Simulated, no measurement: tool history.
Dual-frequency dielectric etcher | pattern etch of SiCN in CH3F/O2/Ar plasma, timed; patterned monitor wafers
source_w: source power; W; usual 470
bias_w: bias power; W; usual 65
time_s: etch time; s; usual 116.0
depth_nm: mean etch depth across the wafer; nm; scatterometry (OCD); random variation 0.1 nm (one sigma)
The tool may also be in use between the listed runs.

| run | hour | source_w | bias_w | time_s | wafers since the last listed run | hours since the last wet clean | hours since the last source power generator calibration | hours since the last bias power generator calibration | hours since the last upper electrode change | hours since the gauge calibration | read-back reference wafer on the same gauge, depth_nm | depth_nm |
|---|---|---|---|---|---|---|---|---|---|---|---|---|
| 1 | 0.0 | 470 | 65 | 116.0 | 0 | 96.2 | 3780.6 | 1264.1 | 5224.9 | 1209.1 | 35.40 | 43.50 |
|  | 16.8 | source power generator calibrated |
| 2 | 20.0 | 470 | 65 | 116.0 | 212 | 116.2 | 3.2 | 1284.1 | 5244.9 | 1229.1 | 35.42 | 43.60 |
| 3 | 52.9 | 470 | 65 | 116.0 | 437 | 149.1 | 36.1 | 1317.0 | 5277.8 | 1262.0 | 35.40 | 43.39 |
| 4 | 65.9 | 470 | 65 | 116.0 | 173 | 162.1 | 49.1 | 1330.0 | 5290.8 | 1275.0 | 35.39 | 43.52 |
| 5 | 99.0 | 470 | 65 | 116.0 | 440 | 195.2 | 82.2 | 1363.1 | 5323.9 | 1308.1 | 35.40 | 43.15 |
| 6 | 134.5 | 470 | 65 | 116.0 | 472 | 230.7 | 117.7 | 1398.6 | 5359.4 | 1343.6 | 35.40 | 43.46 |
| 7 | 169.1 | 580 | 78 | 116.0 | 460 | 265.3 | 152.3 | 1433.2 | 5394.0 | 1378.2 | 35.40 | 48.60 |
| 8 | 192.3 | 470 | 81 | 132.0 | 308 | 288.5 | 175.5 | 1456.4 | 5417.2 | 1401.4 | 35.39 | 52.84 |
| 9 | 205.5 | 400 | 73 | 133.5 | 175 | 301.7 | 188.7 | 1469.6 | 5430.4 | 1414.6 | 35.41 | 49.43 |
| 10 | 220.5 | 510 | 50 | 88.5 | 199 | 316.7 | 203.7 | 1484.6 | 5445.4 | 1429.6 | 35.39 | 31.14 |
| 11 | 243.4 | 400 | 53 | 134.0 | 304 | 339.6 | 226.6 | 1507.5 | 5468.3 | 1452.5 | 35.40 | 44.71 |
|  | 244.1 | gauge calibrated |
| 12 | 274.0 | 470 | 65 | 116.0 | 407 | 370.2 | 257.2 | 1538.1 | 5498.9 | 29.9 | 35.41 | 42.86 |
| 13 | 303.1 | 470 | 65 | 116.0 | 387 | 399.3 | 286.3 | 1567.2 | 5528.0 | 59.0 | 35.40 | 42.97 |
|  | 307.6 | bias power generator calibrated |
| 14 | 330.0 | 410 | 65 | 116.0 | 304 | 426.2 | 313.2 | 22.4 | 5554.9 | 85.9 | 35.38 | 42.03 |
| 15 | 343.5 | 520 | 55 | 127.5 | 179 | 439.7 | 326.7 | 35.9 | 5568.4 | 99.4 | 35.40 | 46.80 |
|  | 386.0 | upper electrode replaced |
| 16 | 386.5 | 470 | 65 | 116.0 | 252 | 482.7 | 369.7 | 78.9 | 0.5 | 142.4 | 35.40 | 43.33 |
| 17 | 392.7 | 570 | 65 | 116.0 | 82 | 488.9 | 375.9 | 85.1 | 6.7 | 148.6 | 35.41 | 45.81 |
| 18 | 411.1 | 470 | 65 | 116.0 | 244 | 507.3 | 394.3 | 103.5 | 25.1 | 167.0 | 35.38 | 43.37 |
| 19 | 433.7 | 560 | 75 | 116.0 | 300 | 529.9 | 416.9 | 126.1 | 47.7 | 189.6 | 35.41 | 47.86 |
|  | 466.4 | wet clean of the chamber |
| 20 | 466.9 | 470 | 60 | 144.5 | 122 | 0.5 | 450.1 | 159.3 | 80.9 | 222.8 | 35.42 | 53.73 |
| 21 | 479.6 | 470 | 65 | 116.0 | 169 | 13.2 | 462.8 | 172.0 | 93.6 | 235.5 | 35.41 | 44.47 |
| 22 | 513.5 | 380 | 78 | 116.0 | 451 | 47.1 | 496.7 | 205.9 | 127.5 | 269.4 | 35.41 | 44.46 |
| 23 | 544.1 | 400 | 77 | 91.0 | 407 | 77.7 | 527.3 | 236.5 | 158.1 | 300.0 | 35.41 | 35.14 |
| 24 | 566.6 | 540 | 72 | 116.0 | 299 | 100.2 | 549.8 | 259.0 | 180.6 | 322.5 | 35.39 | 47.39 |
| 25 | 582.2 | 470 | 76 | 116.0 | 207 | 115.8 | 565.4 | 274.6 | 196.2 | 338.1 | 35.40 | 46.26 |
| 26 | 601.5 | 560 | 81 | 106.5 | 256 | 135.1 | 584.7 | 293.9 | 215.5 | 357.4 | 35.40 | 45.70 |
| 27 | 666.0 | 380 | 65 | 116.0 | 858 | 199.6 | 649.2 | 358.4 | 280.0 | 421.9 | 35.41 | 41.23 |
| 28 | 695.1 | 470 | 65 | 138.5 | 387 | 228.7 | 678.3 | 387.5 | 309.1 | 451.0 | 35.40 | 52.04 |
| 29 | 725.2 | 360 | 65 | 116.0 | 400 | 258.8 | 708.4 | 417.6 | 339.2 | 481.1 | 35.39 | 40.68 |
| 30 | 746.6 | 530 | 78 | 116.0 | 284 | 280.2 | 729.8 | 439.0 | 360.6 | 502.5 | 35.40 | 47.91 |
| 31 | 758.8 | 470 | 65 | 116.0 | 162 | 292.4 | 742.0 | 451.2 | 372.8 | 514.7 | 35.40 | 43.82 |

Measured less the same run without the tool's hidden state. The same run-to-run variation is in both; the gauge's scatter may not be:
The hidden state here: etch rate over this chamber's usual, %; source power that arrives over what is set, %; bias power that arrives over what is set, %; gauge reads high (%).
| run | depth_nm |
|---|---|
| 1 | -0.63 |
| 2 | -0.67 |
| 3 | -0.73 |
| 4 | -0.77 |
| 5 | -0.83 |
| 6 | -0.91 |
| 7 | -1.11 |
| 8 | -1.29 |
| 9 | -1.23 |
| 10 | -0.75 |
| 11 | -1.14 |
| 12 | -1.19 |
| 13 | -1.25 |
| 14 | -0.61 |
| 15 | -0.71 |
| 16 | -0.74 |
| 17 | -0.80 |
| 18 | -0.80 |
| 19 | -0.94 |
| 20 | +0.07 |
| 21 | +0.03 |
| 22 | -0.04 |
| 23 | -0.09 |
| 24 | -0.17 |
| 25 | -0.20 |
| 26 | -0.24 |
| 27 | -0.34 |
| 28 | -0.49 |
| 29 | -0.45 |
| 30 | -0.59 |
| 31 | -0.55 |
